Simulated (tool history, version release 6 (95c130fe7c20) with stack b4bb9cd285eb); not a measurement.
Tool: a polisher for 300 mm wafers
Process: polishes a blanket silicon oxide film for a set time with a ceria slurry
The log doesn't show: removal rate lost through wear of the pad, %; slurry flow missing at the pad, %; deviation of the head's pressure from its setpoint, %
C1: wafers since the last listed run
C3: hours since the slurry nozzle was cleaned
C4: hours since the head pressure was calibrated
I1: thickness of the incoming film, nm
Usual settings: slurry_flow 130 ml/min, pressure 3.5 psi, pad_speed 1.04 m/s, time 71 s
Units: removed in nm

{"run": 1, "hour": 0.0, "slurry_flow": 130, "pressure": 4.4, "pad_speed": 1.04, "time": 71, "C1": 0, "wafers polished on this pad": 837, "C3": 360.1, "C4": 558.1, "I1": 1426.3, "removed": 457.0}
{"run": 2, "hour": 47.2, "slurry_flow": 130, "pressure": 4.4, "pad_speed": 1.04, "time": 71, "C1": 336, "wafers polished on this pad": 1173, "C3": 407.3, "C4": 605.3, "I1": 1449.4, "removed": 449.8}
{"run": 3, "hour": 121.5, "slurry_flow": 130, "pressure": 3.5, "pad_speed": 1.04, "time": 71, "C1": 529, "wafers polished on this pad": 1703, "C3": 481.6, "C4": 679.6, "I1": 1476.9, "removed": 352.4}
{"run": 4, "hour": 189.0, "slurry_flow": 130, "pressure": 3.5, "pad_speed": 1.04, "time": 71, "C1": 480, "wafers polished on this pad": 2184, "C3": 549.1, "C4": 747.1, "I1": 1485.7, "removed": 355.6}
{"hour": 214.7, "done": "head pressure recalibrated"}
{"run": 5, "hour": 240.8, "slurry_flow": 130, "pressure": 3.5, "pad_speed": 1.04, "time": 71, "C1": 354, "wafers polished on this pad": 2538, "C3": 600.9, "C4": 26.1, "I1": 1464.0, "removed": 346.6}
{"run": 6, "hour": 311.7, "slurry_flow": 130, "pressure": 3.5, "pad_speed": 1.04, "time": 71, "C1": 505, "wafers polished on this pad": 3043, "C3": 671.8, "C4": 97.0, "I1": 1445.1, "removed": 344.4}
{"hour": 312.8, "done": "slurry nozzle cleaned"}
{"run": 7, "hour": 417.9, "slurry_flow": 130, "pressure": 3.5, "pad_speed": 1.04, "time": 71, "C1": 749, "wafers polished on this pad": 3793, "C3": 105.1, "C4": 203.2, "I1": 1479.9, "removed": 334.9}
{"run": 8, "hour": 474.6, "slurry_flow": 130, "pressure": 3.5, "pad_speed": 1.04, "time": 71, "C1": 403, "wafers polished on this pad": 4197, "C3": 161.8, "C4": 259.9, "I1": 1467.1, "removed": 343.4}
{"hour": 548.6, "done": "worn pad replaced by a new one"}
{"run": 9, "hour": 569.7, "slurry_flow": 130, "pressure": 3.5, "pad_speed": 1.04, "time": 71, "C1": 648, "wafers polished on this pad": 150, "C3": 256.9, "C4": 355.0, "I1": 1458.8, "removed": 386.8}
{"run": 10, "hour": 623.1, "slurry_flow": 130, "pressure": 3.5, "pad_speed": 1.04, "time": 71, "C1": 380, "wafers polished on this pad": 530, "C3": 310.3, "C4": 408.4, "I1": 1455.0, "removed": 380.4}
{"run": 11, "hour": 677.2, "slurry_flow": 130, "pressure": 3.5, "pad_speed": 1.04, "time": 71, "C1": 385, "wafers polished on this pad": 915, "C3": 364.4, "C4": 462.5, "I1": 1433.4, "removed": 374.3}
{"run": 12, "hour": 728.5, "slurry_flow": 140, "pressure": 3.5, "pad_speed": 0.78, "time": 71, "C1": 365, "wafers polished on this pad": 1281, "C3": 415.7, "C4": 513.8, "I1": 1437.3, "removed": 287.8}
{"run": 13, "hour": 783.0, "slurry_flow": 140, "pressure": 3.5, "pad_speed": 0.78, "time": 71, "C1": 388, "wafers polished on this pad": 1669, "C3": 470.2, "C4": 568.3, "I1": 1446.4, "removed": 279.4}
{"run": 14, "hour": 889.9, "slurry_flow": 140, "pressure": 3.5, "pad_speed": 0.78, "time": 71, "C1": 761, "wafers polished on this pad": 2431, "C3": 577.1, "C4": 675.2, "I1": 1468.4, "removed": 276.1}
{"run": 15, "hour": 973.4, "slurry_flow": 95, "pressure": 4.6, "pad_speed": 1.32, "time": 61, "C1": 594, "wafers polished on this pad": 3025, "C3": 660.6, "C4": 758.7, "I1": 1451.6, "removed": 454.1}
{"hour": 1067.9, "done": "head pressure recalibrated"}
{"run": 16, "hour": 1076.3, "slurry_flow": 145, "pressure": 3.5, "pad_speed": 1.04, "time": 71, "C1": 718, "wafers polished on this pad": 3744, "C3": 763.5, "C4": 8.4, "I1": 1468.0, "removed": 362.1}
{"hour": 1165.7, "done": "slurry nozzle cleaned"}
{"run": 17, "hour": 1177.3, "slurry_flow": 165, "pressure": 3.1, "pad_speed": 1.38, "time": 51, "C1": 712, "wafers polished on this pad": 4456, "C3": 11.6, "C4": 109.4, "I1": 1469.8, "removed": 304.3}
{"run": 18, "hour": 1244.1, "slurry_flow": 130, "pressure": 2.9, "pad_speed": 1.04, "time": 71, "C1": 475, "wafers polished on this pad": 4932, "C3": 78.4, "C4": 176.2, "I1": 1466.7, "removed": 284.7}
{"run": 19, "hour": 1320.3, "slurry_flow": 130, "pressure": 3.5, "pad_speed": 1.04, "time": 71, "C1": 542, "wafers polished on this pad": 5475, "C3": 154.6, "C4": 252.4, "I1": 1472.6, "removed": 343.9}
{"run": 20, "hour": 1390.3, "slurry_flow": 105, "pressure": 3.9, "pad_speed": 1.3, "time": 71, "C1": 498, "wafers polished on this pad": 5974, "C3": 224.6, "C4": 322.4, "I1": 1440.9, "removed": 448.3}
{"hour": 1422.7, "done": "worn pad replaced by a new one"}
{"run": 21, "hour": 1465.0, "slurry_flow": 130, "pressure": 4.4, "pad_speed": 1.4, "time": 71, "C1": 503, "wafers polished on this pad": 301, "C3": 299.3, "C4": 397.1, "I1": 1435.8, "removed": 617.7}
{"run": 22, "hour": 1564.9, "slurry_flow": 130, "pressure": 3.5, "pad_speed": 1.04, "time": 86, "C1": 711, "wafers polished on this pad": 1013, "C3": 399.2, "C4": 497.0, "I1": 1466.4, "removed": 438.6}
{"run": 23, "hour": 1630.6, "slurry_flow": 130, "pressure": 3.5, "pad_speed": 1.04, "time": 52, "C1": 468, "wafers polished on this pad": 1481, "C3": 464.9, "C4": 562.7, "I1": 1477.6, "removed": 251.9}
{"run": 24, "hour": 1867.4, "slurry_flow": 130, "pressure": 3.5, "pad_speed": 1.2, "time": 54, "C1": 1686, "wafers polished on this pad": 3167, "C3": 701.7, "C4": 799.5, "I1": 1461.7, "removed": 294.6}
{"hour": 1909.5, "done": "head pressure recalibrated"}
{"run": 25, "hour": 1916.5, "slurry_flow": 130, "pressure": 4.0, "pad_speed": 1.04, "time": 71, "C1": 335, "wafers polished on this pad": 3503, "C3": 750.8, "C4": 7.0, "I1": 1482.6, "removed": 392.7}
{"run": 26, "hour": 1996.7, "slurry_flow": 140, "pressure": 3.5, "pad_speed": 0.78, "time": 71, "C1": 571, "wafers polished on this pad": 4074, "C3": 831.0, "C4": 87.2, "I1": 1441.2, "removed": 264.1}
{"hour": 2013.8, "done": "slurry nozzle cleaned"}
{"run": 27, "hour": 2064.7, "slurry_flow": 130, "pressure": 3.5, "pad_speed": 1.04, "time": 71, "C1": 477, "wafers polished on this pad": 4551, "C3": 50.9, "C4": 155.2, "I1": 1462.1, "removed": 336.5}
{"run": 28, "hour": 2104.2, "slurry_flow": 130, "pressure": 3.5, "pad_speed": 1.04, "time": 71, "C1": 281, "wafers polished on this pad": 4833, "C3": 90.4, "C4": 194.7, "I1": 1469.2, "removed": 337.5}
{"hour": 2153.8, "done": "worn pad replaced by a new one"}
{"run": 29, "hour": 2157.8, "slurry_flow": 130, "pressure": 2.4, "pad_speed": 1.34, "time": 71, "C1": 353, "wafers polished on this pad": 28, "C3": 144.0, "C4": 248.3, "I1": 1460.8, "removed": 346.6}
{"run": 30, "hour": 2227.7, "slurry_flow": 130, "pressure": 3.5, "pad_speed": 1.04, "time": 71, "C1": 497, "wafers polished on this pad": 526, "C3": 213.9, "C4": 318.2, "I1": 1454.3, "removed": 367.8}
{"run": 31, "hour": 2301.3, "slurry_flow": 150, "pressure": 3.1, "pad_speed": 1.04, "time": 58, "C1": 524, "wafers polished on this pad": 1050, "C3": 287.5, "C4": 391.8, "I1": 1465.5, "removed": 271.4}
{"run": 32, "hour": 2406.4, "slurry_flow": 150, "pressure": 4.5, "pad_speed": 1.36, "time": 64, "C1": 748, "wafers polished on this pad": 1799, "C3": 392.6, "C4": 496.9, "I1": 1451.6, "removed": 543.3}
{"run": 33, "hour": 2502.0, "slurry_flow": 130, "pressure": 3.5, "pad_speed": 1.26, "time": 81, "C1": 680, "wafers polished on this pad": 2480, "C3": 488.2, "C4": 592.5, "I1": 1478.3, "removed": 479.0}
{"run": 34, "hour": 2561.8, "slurry_flow": 130, "pressure": 3.5, "pad_speed": 1.04, "time": 64, "C1": 425, "wafers polished on this pad": 2906, "C3": 548.0, "C4": 652.3, "I1": 1446.1, "removed": 311.3}
{"run": 35, "hour": 2601.6, "slurry_flow": 95, "pressure": 4.6, "pad_speed": 1.32, "time": 61, "C1": 283, "wafers polished on this pad": 3189, "C3": 587.8, "C4": 692.1, "I1": 1462.6, "removed": 458.5}
{"hour": 2616.5, "done": "head pressure recalibrated"}
{"run": 36, "hour": 2696.8, "slurry_flow": 115, "pressure": 2.6, "pad_speed": 0.94, "time": 95, "C1": 663, "wafers polished on this pad": 3853, "C3": 683.0, "C4": 80.3, "I1": 1448.5, "removed": 297.4}
{"hour": 2706.8, "done": "slurry nozzle cleaned"}
{"hour": 2892.7, "done": "worn pad replaced by a new one"}
{"run": 37, "hour": 2989.1, "slurry_flow": 130, "pressure": 4.3, "pad_speed": 1.3, "time": 61, "C1": 2046, "wafers polished on this pad": 686, "C3": 282.3, "C4": 372.6, "I1": 1478.1, "removed": 491.3}
{"run": 38, "hour": 3040.0, "slurry_flow": 130, "pressure": 4.2, "pad_speed": 1.36, "time": 93, "C1": 362, "wafers polished on this pad": 1049, "C3": 333.2, "C4": 423.5, "I1": 1443.1, "removed": 737.9}

3 ways to go on from here, each from the tool as it stands after run 38. What would each give?
{"run": "A", "hour": 3040.5, "slurry_flow": 130, "pressure": 3.5, "pad_speed": 1.04, "time": 71, "C1": 3, "wafers polished on this pad": 1052, "C3": 333.7, "C4": 424.0, "I1": 1449.7, "removed": "?"}
{"run": "B", "hour": 3040.5, "slurry_flow": 130, "pressure": 3.5, "pad_speed": 1.18, "time": 71, "C1": 3, "wafers polished on this pad": 1052, "C3": 333.7, "C4": 424.0, "I1": 1449.7, "removed": "?"}
{"run": "C", "hour": 3040.5, "slurry_flow": 105, "pressure": 4.2, "pad_speed": 1.04, "time": 80, "C1": 3, "wafers polished on this pad": 1052, "C3": 333.7, "C4": 424.0, "I1": 1449.7, "removed": "?"}

run=A removed=360.1
run=B removed=407.4
run=C removed=462.1
Without the tool's hidden state the same runs would have given:
run=A removed=388.9
run=B removed=440.0
run=C removed=499.1

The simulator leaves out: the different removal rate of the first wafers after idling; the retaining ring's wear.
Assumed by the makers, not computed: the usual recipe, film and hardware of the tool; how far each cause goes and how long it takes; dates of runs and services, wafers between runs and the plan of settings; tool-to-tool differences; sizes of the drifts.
